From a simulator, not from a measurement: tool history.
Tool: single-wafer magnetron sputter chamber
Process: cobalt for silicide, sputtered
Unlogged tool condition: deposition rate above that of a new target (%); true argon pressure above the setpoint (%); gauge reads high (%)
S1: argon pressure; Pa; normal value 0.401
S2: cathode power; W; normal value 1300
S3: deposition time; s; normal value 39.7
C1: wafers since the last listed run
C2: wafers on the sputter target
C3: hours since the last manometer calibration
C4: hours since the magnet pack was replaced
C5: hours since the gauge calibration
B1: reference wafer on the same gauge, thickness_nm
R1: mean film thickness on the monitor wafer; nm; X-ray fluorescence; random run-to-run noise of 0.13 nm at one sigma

Run 1, hour 0: usual settings; C1 0; C2 1226; C3 2418.8; C4 9985.7; C5 328.2; B1 26.927. Result: R1 22.518 nm.
Run 2, hour 10.7: usual settings; C1 279; C2 1506; C3 2429.5; C4 9996.4; C5 338.9; B1 26.89. Result: R1 22.817 nm.
Run 3, hour 26.2: usual settings; C1 404; C2 1910; C3 2445; C4 10011.9; C5 354.4; B1 26.913. Result: R1 22.369 nm.
At hour 39.3: capacitance manometer re-zeroed and calibrated.
Run 4, hour 39.8: usual settings; C1 146; C2 2056; C3 0.5; C4 10025.5; C5 368; B1 26.912. Result: R1 22.204 nm.
Run 5, hour 45.8: usual settings but S1 0.522 Pa; C1 156; C2 2213; C3 6.5; C4 10031.5; C5 374; B1 26.909. Result: R1 21.098 nm.
Run 6, hour 64.9: usual settings; C1 498; C2 2711; C3 25.6; C4 10050.6; C5 393.1; B1 26.876. Result: R1 22.019 nm.
Run 7, hour 75.7: usual settings but S2 1100 W; C1 281; C2 2993; C3 36.4; C4 10061.4; C5 403.9; B1 26.895. Result: R1 19.9 nm.
At hour 87.9: sputter target and shields replaced, repeated, since the last time left the tool worse.
Run 8, hour 88.4: usual settings but S2 1400 W; C1 122; C2 12; C3 49.1; C4 10074.1; C5 416.6; B1 26.917. Result: R1 26.085 nm.
Run 9, hour 92.6: usual settings but S2 1150 W; C1 109; C2 122; C3 53.3; C4 10078.3; C5 420.8; B1 26.907. Result: R1 23.074 nm.
Run 10, hour 108.8: usual settings but S2 1150 W; C1 422; C2 545; C3 69.5; C4 10094.5; C5 437; B1 26.907. Result: R1 22.719 nm.
Run 11, hour 115: usual settings but S2 1150 W; C1 161; C2 707; C3 75.7; C4 10100.7; C5 443.2; B1 26.902. Result: R1 22.832 nm.
Run 12, hour 123: usual settings but S3 45.1 s; C1 208; C2 915; C3 83.7; C4 10108.7; C5 451.2; B1 26.9. Result: R1 27.997 nm.
Run 13, hour 137: usual settings but S1 0.283 Pa, S2 1600 W; C1 365; C2 1281; C3 97.7; C4 10122.7; C5 465.2; B1 26.927. Result: R1 29.386 nm.
Run 14, hour 149.7: usual settings but S2 1150 W; C1 331; C2 1612; C3 110.4; C4 10135.4; C5 477.9; B1 26.882. Result: R1 22.744 nm.
Run 15, hour 167.2: usual settings but S2 1400 W, S3 45 s; C1 456; C2 2069; C3 127.9; C4 10152.9; C5 495.4; B1 26.932. Result: R1 28.809 nm.
Run 16, hour 175.1: usual settings but S1 0.299 Pa, S2 1600 W, S3 43.4 s; C1 206; C2 2275; C3 135.8; C4 10160.8; C5 503.3; B1 26.88. Result: R1 31.601 nm.
Run 17, hour 187.5: usual settings but S1 0.282 Pa, S2 1450 W, S3 37.5 s; C1 323; C2 2599; C3 148.2; C4 10173.2; C5 515.7; B1 26.891. Result: R1 25.519 nm.
Run 18, hour 202.5: usual settings but S1 0.252 Pa; C1 391; C2 2990; C3 163.2; C4 10188.2; C5 530.7; B1 26.895. Result: R1 25.555 nm.
At hour 217: sputter target and shields replaced.
Run 19, hour 217.5: usual settings but S3 32.8 s; C1 182; C2 12; C3 178.2; C4 10203.2; C5 545.7; B1 26.902. Result: R1 20.27 nm.
At hour 221.1: gauge calibrated.
Run 20, hour 221.2: usual settings but S1 0.272 Pa, S2 1550 W, S3 47.5 s; C1 96; C2 109; C3 181.9; C4 10206.9; C5 0.1; B1 26.866. Result: R1 34.482 nm.
Run 21, hour 232.5: usual settings but S1 0.277 Pa, S2 1050 W, S3 42.5 s; C1 294; C2 404; C3 193.2; C4 10218.2; C5 11.4; B1 26.893. Result: R1 24.367 nm.
At hour 242.8: magnet pack replaced.
Run 22, hour 243.3: usual settings but S1 0.476 Pa, S3 35.2 s; C1 73; C2 477; C3 204; C4 0.5; C5 22.2; B1 26.875. Result: R1 21.014 nm.
Run 23, hour 247: usual settings but S1 0.282 Pa, S2 1450 W, S3 32.7 s; C1 96; C2 573; C3 207.7; C4 4.2; C5 25.9; B1 26.905. Result: R1 22.613 nm.
Run 24, hour 253.5: usual settings; C1 169; C2 743; C3 214.2; C4 10.7; C5 32.4; B1 26.892. Result: R1 24.313 nm.
Run 25, hour 271.1: usual settings; C1 459; C2 1202; C3 231.8; C4 28.3; C5 50; B1 26.875. Result: R1 24.174 nm.
Run 26, hour 287.1: usual settings but S1 0.461 Pa, S2 1600 W, S3 44.2 s; C1 417; C2 1620; C3 247.8; C4 44.3; C5 66; B1 26.919. Result: R1 30.04 nm.
Run 27, hour 294.9: usual settings; C1 203; C2 1824; C3 255.6; C4 52.1; C5 73.8; B1 26.918. Result: R1 24.21 nm.
Run 28, hour 312.8: usual settings but S1 0.34 Pa; C1 467; C2 2291; C3 273.5; C4 70; C5 91.7; B1 26.935. Result: R1 24.6 nm.
Run 29, hour 322.6: usual settings but S1 0.252 Pa, S2 1450 W, S3 46.1 s; C1 255; C2 2546; C3 283.3; C4 79.8; C5 101.5; B1 26.889. Result: R1 31.43 nm.
At hour 347.9: sputter target and shields replaced.
Run 30, hour 348.4: usual settings but S1 0.305 Pa, S3 32.2 s; C1 464; C2 12; C3 309.1; C4 105.6; C5 127.3; B1 26.91. Result: R1 20.608 nm.
Run 31, hour 358.5: usual settings but S1 0.315 Pa; C1 263; C2 275; C3 319.2; C4 115.7; C5 137.4; B1 26.895. Result: R1 25.315 nm.
Run 32, hour 374.6: usual settings; C1 420; C2 696; C3 335.3; C4 131.8; C5 153.5; B1 26.904. Result: R1 24.577 nm.
Run 33, hour 389.6: usual settings but S2 1450 W; C1 391; C2 1087; C3 350.3; C4 146.8; C5 168.5; B1 26.875. Result: R1 26.146 nm.
Run 34, hour 401: usual settings; C1 297; C2 1384; C3 361.7; C4 158.2; C5 179.9; B1 26.899. Result: R1 24.111 nm.

Alternative continuations, all from the tool just after run 34; predict every row:
Run A, hour 401.4: usual settings; C1 10; C2 1395; C3 362.1; C4 158.6; C5 180.3; B1 ?. Result: R1 ?.
Run B, hour 401.4: usual settings but S1 0.508 Pa, S2 1600 W; C1 10; C2 1395; C3 362.1; C4 158.6; C5 180.3; B1 ?. Result: R1 ?.
Run C, hour 401.4: usual settings but S1 0.522 Pa, S2 1000 W, S3 36.2 s; C1 10; C2 1395; C3 362.1; C4 158.6; C5 180.3; B1 ?. Result: R1 ?.
Run D, hour 401.4: usual settings but S2 1600 W; C1 10; C2 1395; C3 362.1; C4 158.6; C5 180.3; B1 ?. Result: R1 ?.
Run E, hour 401.4: usual settings but S1 0.285 Pa, S2 1050 W, S3 46.5 s; C1 10; C2 1395; C3 362.1; C4 158.6; C5 180.3; B1 ?. Result: R1 ?.

run      B1      R1
  A  26.869  24.321
  B  26.869  26.437
  C  26.869  18.199
  D  26.869  27.649
  E  26.869  26.518
With the hidden condition removed and each run's random variation left untouched, the same runs would have given:
run      R1
  A  24.683
  B  26.831
  C  18.469
  D   28.06
  E  26.912
